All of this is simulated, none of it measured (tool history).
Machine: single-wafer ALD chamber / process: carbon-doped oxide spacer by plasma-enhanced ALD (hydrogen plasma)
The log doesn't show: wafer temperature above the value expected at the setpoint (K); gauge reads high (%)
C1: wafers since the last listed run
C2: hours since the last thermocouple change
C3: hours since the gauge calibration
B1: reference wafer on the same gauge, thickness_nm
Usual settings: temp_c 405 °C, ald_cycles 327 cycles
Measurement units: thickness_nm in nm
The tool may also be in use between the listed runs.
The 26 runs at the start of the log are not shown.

{"run": 27, "hour": 321.6, "temp_c": 415, "ald_cycles": 287, "C1": 5, "C2": 7, "C3": 455.3, "B1": 18.069, "thickness_nm": 13.791}
{"run": 28, "hour": 331.8, "temp_c": 405, "ald_cycles": 363, "C1": 9, "C2": 17.2, "C3": 465.5, "B1": 18.062, "thickness_nm": 18.093}
{"run": 29, "hour": 344.2, "temp_c": 397, "ald_cycles": 266, "C1": 11, "C2": 29.6, "C3": 477.9, "B1": 18.049, "thickness_nm": 13.425}
{"run": 30, "hour": 354.7, "temp_c": 413, "ald_cycles": 298, "C1": 9, "C2": 40.1, "C3": 488.4, "B1": 18.024, "thickness_nm": 14.409}
{"run": 31, "hour": 361.8, "temp_c": 415, "ald_cycles": 287, "C1": 6, "C2": 47.2, "C3": 495.5, "B1": 18.033, "thickness_nm": 13.787}
{"run": 32, "hour": 374.1, "temp_c": 419, "ald_cycles": 290, "C1": 11, "C2": 59.5, "C3": 507.8, "B1": 18.019, "thickness_nm": 13.694}
{"run": 33, "hour": 387.1, "temp_c": 418, "ald_cycles": 380, "C1": 11, "C2": 72.5, "C3": 520.8, "B1": 18.007, "thickness_nm": 18.051}
{"run": 34, "hour": 399.9, "temp_c": 405, "ald_cycles": 295, "C1": 11, "C2": 85.3, "C3": 533.6, "B1": 18.014, "thickness_nm": 14.693}
{"hour": 401.9, "done": "gauge calibrated"}
{"run": 35, "hour": 408.1, "temp_c": 405, "ald_cycles": 327, "C1": 7, "C2": 93.5, "C3": 6.2, "B1": 18.401, "thickness_nm": 16.595}
{"run": 36, "hour": 418.2, "temp_c": 420, "ald_cycles": 310, "C1": 9, "C2": 103.6, "C3": 16.3, "B1": 18.397, "thickness_nm": 15.023}
{"run": 37, "hour": 430.5, "temp_c": 405, "ald_cycles": 327, "C1": 11, "C2": 115.9, "C3": 28.6, "B1": 18.382, "thickness_nm": 16.622}
{"run": 38, "hour": 448.3, "temp_c": 405, "ald_cycles": 327, "C1": 15, "C2": 133.7, "C3": 46.4, "B1": 18.378, "thickness_nm": 16.682}
{"run": 39, "hour": 455.8, "temp_c": 390, "ald_cycles": 283, "C1": 6, "C2": 141.2, "C3": 53.9, "B1": 18.367, "thickness_nm": 14.557}
{"run": 40, "hour": 509.4, "temp_c": 414, "ald_cycles": 272, "C1": 48, "C2": 194.8, "C3": 107.5, "B1": 18.319, "thickness_nm": 13.335}
{"run": 41, "hour": 520.3, "temp_c": 393, "ald_cycles": 295, "C1": 9, "C2": 205.7, "C3": 118.4, "B1": 18.32, "thickness_nm": 15.179}
{"run": 42, "hour": 530.5, "temp_c": 405, "ald_cycles": 327, "C1": 9, "C2": 215.9, "C3": 128.6, "B1": 18.312, "thickness_nm": 16.551}
{"run": 43, "hour": 542.4, "temp_c": 418, "ald_cycles": 286, "C1": 10, "C2": 227.8, "C3": 140.5, "B1": 18.3, "thickness_nm": 13.84}
{"run": 44, "hour": 551.1, "temp_c": 405, "ald_cycles": 385, "C1": 7, "C2": 236.5, "C3": 149.2, "B1": 18.295, "thickness_nm": 19.531}
{"run": 45, "hour": 568.5, "temp_c": 413, "ald_cycles": 289, "C1": 15, "C2": 253.9, "C3": 166.6, "B1": 18.286, "thickness_nm": 14.203}
{"run": 46, "hour": 582.3, "temp_c": 397, "ald_cycles": 364, "C1": 12, "C2": 267.7, "C3": 180.4, "B1": 18.277, "thickness_nm": 18.627}
{"run": 47, "hour": 598.3, "temp_c": 396, "ald_cycles": 361, "C1": 14, "C2": 283.7, "C3": 196.4, "B1": 18.274, "thickness_nm": 18.526}
{"run": 48, "hour": 607.1, "temp_c": 412, "ald_cycles": 273, "C1": 7, "C2": 292.5, "C3": 205.2, "B1": 18.28, "thickness_nm": 13.412}

3 options for the next run, each taken on its own from the tool as it stands now. Forecast them:
{"run": "A", "hour": 608.0, "temp_c": 393, "ald_cycles": 327, "C1": 0, "C2": 293.4, "C3": 206.1, "B1": "?", "thickness_nm": "?"}
{"run": "B", "hour": 608.0, "temp_c": 399, "ald_cycles": 276, "C1": 0, "C2": 293.4, "C3": 206.1, "B1": "?", "thickness_nm": "?"}
{"run": "C", "hour": 608.0, "temp_c": 405, "ald_cycles": 277, "C1": 0, "C2": 293.4, "C3": 206.1, "B1": "?", "thickness_nm": "?"}

run=A B1=18.266 thickness_nm=16.754
run=B B1=18.266 thickness_nm=14.141
run=C B1=18.266 thickness_nm=13.979
Stripped of hidden state, with their random variation kept, the same runs would have yielded:
run=A thickness_nm=16.886
run=B thickness_nm=14.253
run=C thickness_nm=14.09

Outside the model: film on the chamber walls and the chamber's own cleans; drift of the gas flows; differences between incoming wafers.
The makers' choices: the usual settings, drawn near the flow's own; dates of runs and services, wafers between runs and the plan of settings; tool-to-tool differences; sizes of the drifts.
